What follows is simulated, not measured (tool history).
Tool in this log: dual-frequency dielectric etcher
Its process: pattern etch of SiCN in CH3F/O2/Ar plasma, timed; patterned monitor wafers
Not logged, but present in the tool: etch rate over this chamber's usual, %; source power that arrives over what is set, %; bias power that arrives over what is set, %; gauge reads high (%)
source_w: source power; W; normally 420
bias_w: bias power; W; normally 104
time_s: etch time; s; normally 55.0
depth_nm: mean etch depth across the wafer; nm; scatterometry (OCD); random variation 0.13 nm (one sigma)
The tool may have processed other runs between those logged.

run,hour,source_w,bias_w,time_s,wafers since the last listed run,hours since the last wet clean,hours since the last source power generator calibration,hours since the last bias power generator calibration,hours since the last upper electrode change,hours since the gauge calibration,"read-back reference wafer on the same gauge, depth_nm",depth_nm
1,0.0,420,104,55.0,0,218.3,3246.0,95.2,3971.7,1626.3,31.68,27.07
2,64.0,420,104,55.0,982,282.3,3310.0,159.2,4035.7,1690.3,31.72,26.78
3,102.0,420,104,55.0,583,320.3,3348.0,197.2,4073.7,1728.3,31.75,26.97
4,143.0,420,104,55.0,629,361.3,3389.0,238.2,4114.7,1769.3,31.72,27.28
5,212.9,420,104,55.0,1072,431.2,3458.9,308.1,4184.6,1839.2,31.74,27.25
# hour 273.1: wet clean of the chamber
6,273.6,420,97,55.0,563,0.5,3519.6,368.8,4245.3,1899.9,31.81,26.47
7,320.0,420,85,55.0,712,46.9,3566.0,415.2,4291.7,1946.3,31.83,25.33
# hour 336.5: gauge calibrated
# hour 355.5: source power generator calibrated
8,388.6,380,123,55.0,991,115.5,33.1,483.8,4360.3,52.1,30.39,26.27
9,423.1,500,84,39.5,529,150.0,67.6,518.3,4394.8,86.6,30.47,18.62
10,494.3,360,121,66.0,1092,221.2,138.8,589.5,4466.0,157.8,30.54,31.30
11,549.9,420,115,55.0,853,276.8,194.4,645.1,4521.6,213.4,30.73,27.07
# hour 598.4: upper electrode replaced
12,613.3,420,104,45.0,604,340.2,257.8,708.5,14.9,276.8,30.85,21.54
13,649.2,420,126,60.0,551,376.1,293.7,744.4,50.8,312.7,30.83,30.73
14,686.6,460,80,65.0,574,413.5,331.1,781.8,88.2,350.1,30.91,29.50
15,748.5,420,128,55.0,950,475.4,393.0,843.7,150.1,412.0,30.95,28.44
16,787.0,370,119,40.5,590,513.9,431.5,882.2,188.6,450.5,30.98,19.53
17,825.1,420,104,55.0,584,552.0,469.6,920.3,226.7,488.6,31.05,26.40
# hour 855.6: wet clean of the chamber
18,856.1,420,111,55.0,107,0.5,500.6,951.3,257.7,519.6,31.17,26.83
19,914.7,490,86,67.5,899,59.1,559.2,1009.9,316.3,578.2,31.20,32.69
20,1009.0,420,104,55.0,1447,153.4,653.5,1104.2,410.6,672.5,31.29,26.39
21,1073.5,420,104,55.0,989,217.9,718.0,1168.7,475.1,737.0,31.29,26.61
22,1118.9,420,96,48.0,696,263.3,763.4,1214.1,520.5,782.4,31.34,22.60
23,1160.3,420,104,55.0,635,304.7,804.8,1255.5,561.9,823.8,31.30,26.95
24,1202.6,420,104,55.0,649,347.0,847.1,1297.8,604.2,866.1,31.33,26.96
25,1248.7,380,93,55.0,707,393.1,893.2,1343.9,650.3,912.2,31.39,24.57
26,1274.5,420,104,50.0,395,418.9,919.0,1369.7,676.1,938.0,31.47,24.53
# hour 1340.8: wet clean of the chamber
27,1341.3,420,104,61.5,656,0.5,985.8,1436.5,742.9,1004.8,31.53,29.92
28,1379.0,420,104,55.0,578,38.2,1023.5,1474.2,780.6,1042.5,31.42,26.78
29,1433.1,520,122,55.0,830,92.3,1077.6,1528.3,834.7,1096.6,31.47,31.08

Below are 5 alternative next runs, each starting from the tool's condition after run 29. Predict each:
A,1433.5,420,104,55.0,6,92.7,1078.0,1528.7,835.1,1097.0,?,?
B,1433.5,450,121,55.0,6,92.7,1078.0,1528.7,835.1,1097.0,?,?
C,1433.5,330,114,62.0,6,92.7,1078.0,1528.7,835.1,1097.0,?,?
D,1433.5,370,104,49.0,6,92.7,1078.0,1528.7,835.1,1097.0,?,?
E,1433.5,510,104,55.0,6,92.7,1078.0,1528.7,835.1,1097.0,?,?

run,"read-back reference wafer on the same gauge, depth_nm",depth_nm
A,31.54,26.70
B,31.54,29.02
C,31.54,28.21
D,31.54,22.59
E,31.54,28.87
With no hidden state in the tool, these same runs would have given:
run,depth_nm
A,25.68
B,27.91
C,27.13
D,21.73
E,27.77
